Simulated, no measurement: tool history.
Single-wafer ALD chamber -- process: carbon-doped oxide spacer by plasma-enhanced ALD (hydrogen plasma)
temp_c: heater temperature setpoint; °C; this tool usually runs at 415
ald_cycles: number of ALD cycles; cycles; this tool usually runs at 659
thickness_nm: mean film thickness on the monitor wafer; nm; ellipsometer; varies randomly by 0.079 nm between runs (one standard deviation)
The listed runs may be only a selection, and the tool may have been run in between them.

run,hour,temp_c,ald_cycles,wafers since the last listed run,hours since the last thermocouple change,hours since the gauge calibration,"read-back reference wafer on the same gauge, thickness_nm",thickness_nm
1,0,415,659,0,1601.4,122.8,29.086,31.972
2,46.1,415,659,23,1647.5,168.9,29.105,31.968
3,248.4,415,659,104,1849.8,371.2,29.098,32.006
4,324.9,415,582,39,1926.3,447.7,29.111,28.348
5,398.8,415,582,38,2000.2,521.6,29.097,28.22
6,501.3,415,582,52,2102.7,624.1,29.097,28.157
7,555.6,418,592,28,2157,678.4,29.097,28.429
8,608.3,406,758,27,2209.7,731.1,29.117,37.717
9,704.9,406,758,49,2306.3,827.7,29.094,37.693
10,756.5,415,578,26,2357.9,879.3,29.099,28.143
11,854.6,407,774,50,2456,977.4,29.097,38.409
# hour 948.2: gauge calibrated
12,961.8,423,539,55,2563.2,13.6,29.093,25.519
13,1005.1,403,556,22,2606.5,56.9,29.097,27.732
# hour 1038.8: thermocouple changed; heater temperature recalibrated
14,1098.3,407,774,44,59.5,150.1,29.114,38.097
15,1160.3,425,659,32,121.5,212.1,29.107,30.568

What does the tool deliver on the next run?
16,1206.8,406,758,24,168,258.6,?,?

Run 16 came out at read-back reference wafer on the same gauge, thickness_nm 29.095, thickness_nm 37.198 nm.
If the tool had no hidden condition, the same run with the same run-to-run variation would have returned thickness_nm 37.055 nm.

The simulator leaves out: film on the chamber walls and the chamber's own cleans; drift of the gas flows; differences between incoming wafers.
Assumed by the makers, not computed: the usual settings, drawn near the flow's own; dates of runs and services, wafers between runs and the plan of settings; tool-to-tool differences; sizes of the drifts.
